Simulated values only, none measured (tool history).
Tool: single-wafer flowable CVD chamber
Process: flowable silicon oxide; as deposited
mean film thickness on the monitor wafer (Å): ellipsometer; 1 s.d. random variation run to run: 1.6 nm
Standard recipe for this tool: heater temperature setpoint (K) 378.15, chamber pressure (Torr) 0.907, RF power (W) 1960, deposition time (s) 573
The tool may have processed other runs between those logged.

run     day  heater temperature setpoint (K)  chamber pressure (Torr)  RF power (W)  deposition time (s)  wafers since the last listed run  hours since the last thermocouple change  hours since the last RF generator calibration  hours since the last manometer calibration  hours since the showerhead was replaced  hours since the gauge calibration  read-back reference wafer on the same gauge, thickness_nm  mean film thickness on the monitor wafer (Å)
  1       0                           378.15                    0.907          1960                  573                                 0                                       0.5                                         1265.1                                      2837.6                                   4313.5                              521.3                                                    422.366                                       3782.34
      0.221  -- gauge calibrated
  2   0.262                           378.15                    0.907          1960                  573                                14                                       6.8                                         1271.4                                      2843.9                                   4319.8                                  1                                                    422.111                                       3737.69
  3   0.867                           378.15                    0.907          1960                  573                                32                                      21.3                                         1285.9                                      2858.4                                   4334.3                               15.5                                                    422.459                                       3707.22
  4   1.562                           378.15                    0.907          1960                  573                                37                                        38                                         1302.6                                      2875.1                                     4351                               32.2                                                    422.555                                       3731.92
  5   1.862                           378.15                    0.907          1960                  573                                16                                      45.2                                         1309.8                                      2882.3                                   4358.2                               39.4                                                    422.253                                       3705.51
  6   2.296                           378.15                    1.017          1960                  573                                23                                      55.6                                         1320.2                                      2892.7                                   4368.6                               49.8                                                    421.463                                       4166.24
      2.917  -- RF generator calibrated
      3.058  -- showerhead replaced
      3.121  -- capacitance manometer re-zeroed and calibrated
  7   3.142                           378.15                    1.057          1960                  599                                16                                      75.9                                            5.4                                         0.5                                        2                               70.1                                                    422.334                                       4499.66
  8   3.529                           378.15                    0.907          1960                  573                                21                                      85.2                                           14.7                                         9.8                                     11.3                               79.4                                                    422.087                                          3692
  9   4.004                           378.15                    0.907          1960                  573                                25                                      96.6                                           26.1                                        21.2                                     22.7                               90.8                                                     421.14                                       3674.13
 10   4.383                           378.15                    0.907          1960                  573                                20                                     105.7                                           35.2                                        30.3                                     31.8                               99.9                                                    421.686                                       3665.54
 11   4.754                           378.15                    1.007          1960                  573                                20                                     114.6                                           44.1                                        39.2                                     40.7                              108.8                                                     421.25                                       4019.89
 12   5.396                           378.15                      0.7          1960                  681                                34                                       130                                           59.5                                        54.6                                     56.1                              124.2                                                    421.768                                       3320.16
 13   5.938                           367.15                    0.907          1960                  573                                29                                       143                                           72.5                                        67.6                                     69.1                              137.2                                                    422.321                                       5442.41
 14   6.629                           369.15                    1.046          1730                  666                                37                                     159.6                                           89.1                                        84.2                                     85.7                              153.8                                                    421.539                                       6538.08
 15   7.054                           389.15                    0.907          1960                  646                                23                                     169.8                                           99.3                                        94.4                                     95.9                                164                                                    422.132                                       2776.83
 16   7.783                           378.15                    0.907          1775                  573                                39                                     187.3                                          116.8                                       111.9                                    113.4                              181.5                                                    422.571                                       3483.27
 17   8.121                           378.15                    0.907          1960                  573                                18                                     195.4                                          124.9                                         120                                    121.5                              189.6                                                    421.697                                       3586.71
 18   8.542                           378.15                    0.907          1960                  573                                22                                     205.5                                            135                                       130.1                                    131.6                              199.7                                                    421.339                                       3567.97
 19   9.571                           391.15                    0.907          1960                  573                                56                                     230.2                                          159.7                                       154.8                                    156.3                              224.4                                                    421.141                                       2269.62
 20  10.296                           378.15                    1.098          2160                  466                                39                                     247.6                                          177.1                                       172.2                                    173.7                              241.8                                                    421.562                                        3602.6
 21  10.904                           378.15                    0.907          1960                  573                                33                                     262.2                                          191.7                                       186.8                                    188.3                              256.4                                                    421.804                                       3548.47
 22  11.338                           378.15                    0.907          2330                  573                                23                                     272.6                                          202.1                                       197.2                                    198.7                              266.8                                                    421.653                                       3667.84
 23  11.775                           378.15                    0.907          1625                  485                                23                                     283.1                                          212.6                                       207.7                                    209.2                              277.3                                                    422.282                                       2814.29
 24  12.029                           378.15                    1.007          1960                  573                                13                                     289.2                                          218.7                                       213.8                                    215.3                              283.4                                                    422.014                                        3952.7
 25  12.475                           378.15                    0.907          1960                  573                                24                                     299.9                                          229.4                                       224.5                                      226                              294.1                                                    421.593                                       3520.95
 26  12.842                           378.15                    0.907          2275                  659                                19                                     308.7                                          238.2                                       233.3                                    234.8                              302.9                                                    422.096                                       4231.68
 27  13.133                           366.15                    0.993          2110                  471                                15                                     315.7                                          245.2                                       240.3                                    241.8                              309.9                                                    422.894                                       5009.95
 28  13.521                           378.15                    0.907          2255                  573                                21                                       325                                          254.5                                       249.6                                    251.1                              319.2                                                    421.339                                       3610.06

Consider 4 possible next runs. They are alternatives, not a sequence: every one starts from the tool as it was left by run 28. What does each give?
  A  13.546                           378.15                    0.907          1960                  573                                 1                                     325.6                                          255.1                                       250.2                                    251.7                              319.8                                                          ?                                             ?
  B  13.546                           378.15                    0.907          1960                  633                                 1                                     325.6                                          255.1                                       250.2                                    251.7                              319.8                                                          ?                                             ?
  C  13.546                           378.15                    0.907          1960                  475                                 1                                     325.6                                          255.1                                       250.2                                    251.7                              319.8                                                          ?                                             ?
  D  13.546                           378.15                    0.907          2150                  573                                 1                                     325.6                                          255.1                                       250.2                                    251.7                              319.8                                                          ?                                             ?

run  read-back reference wafer on the same gauge, thickness_nm  mean film thickness on the monitor wafer (Å)
  A                                                    422.027                                       3513.77
  B                                                    422.027                                        3881.7
  C                                                    422.027                                       2912.81
  D                                                    422.027                                       3594.64
The same runs, with their run-to-run variation unchanged, on a tool lacking any hidden condition would have given:
run  mean film thickness on the monitor wafer (Å)
  A                                       3697.48
  B                                       4084.65
  C                                        3065.1
  D                                       3782.58
